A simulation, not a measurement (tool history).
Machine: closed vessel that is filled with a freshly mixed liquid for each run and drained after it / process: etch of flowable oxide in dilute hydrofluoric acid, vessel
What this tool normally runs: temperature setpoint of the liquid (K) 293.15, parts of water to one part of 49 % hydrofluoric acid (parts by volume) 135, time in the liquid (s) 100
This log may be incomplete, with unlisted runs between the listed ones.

run,hour,temperature setpoint of the liquid (K),parts of water to one part of 49 % hydrofluoric acid (parts by volume),time in the liquid (s),"read-back film thickness of the flowable oxide reference wafer, read on the same gauge (nm)",thickness taken off the flowable oxide on a monitor wafer (nm)
1,0.0,293.15,135,120,40.03,25.13
# hour 39.8: gauge calibrated
2,58.4,293.15,135,120,40.00,25.11
3,163.9,293.15,135,100,40.03,20.73
4,227.4,292.15,135,100,40.03,19.91
5,274.2,292.15,135,100,40.01,19.96
6,319.7,293.15,135,100,40.01,20.57
# hour 391.9: hydrofluoric acid flow meter replaced
7,412.6,293.15,135,100,40.00,20.77
8,490.7,293.15,135,100,39.99,20.56
9,573.7,293.15,135,100,39.96,20.42
10,623.3,293.15,135,125,40.00,25.30
11,711.3,293.15,135,125,40.00,25.73
12,767.7,293.15,135,100,39.98,20.25
# hour 774.0: thermometer replaced
13,857.4,293.15,135,115,40.00,25.09
14,898.9,293.15,135,100,39.98,22.01
# hour 1136.4: gauge calibrated
15,1142.3,293.15,135,80,39.98,17.26
16,1221.3,297.15,135,140,40.00,35.48
17,1259.6,297.15,135,140,40.00,35.17
18,1296.3,293.15,200,100,40.00,13.69
19,1386.1,293.15,135,100,40.01,21.64
# hour 1389.4: hydrofluoric acid flow meter replaced
20,1457.3,293.15,135,100,40.01,21.57
21,1550.7,297.15,70,65,40.01,33.72
22,1628.9,290.65,135,120,40.00,22.97
23,1679.5,295.65,95,80,40.02,28.05
24,1763.9,293.15,160,100,39.98,17.26

What does the tool deliver on the next run?
25,1847.3,293.15,90,145,?,?

Run 25 measured read-back film thickness of the flowable oxide reference wafer, read on the same gauge (nm) 40.01, thickness taken off the flowable oxide on a monitor wafer (nm) 47.78.
Had the tool carried no hidden state, the very same run would have given thickness taken off the flowable oxide on a monitor wafer (nm) 50.00.
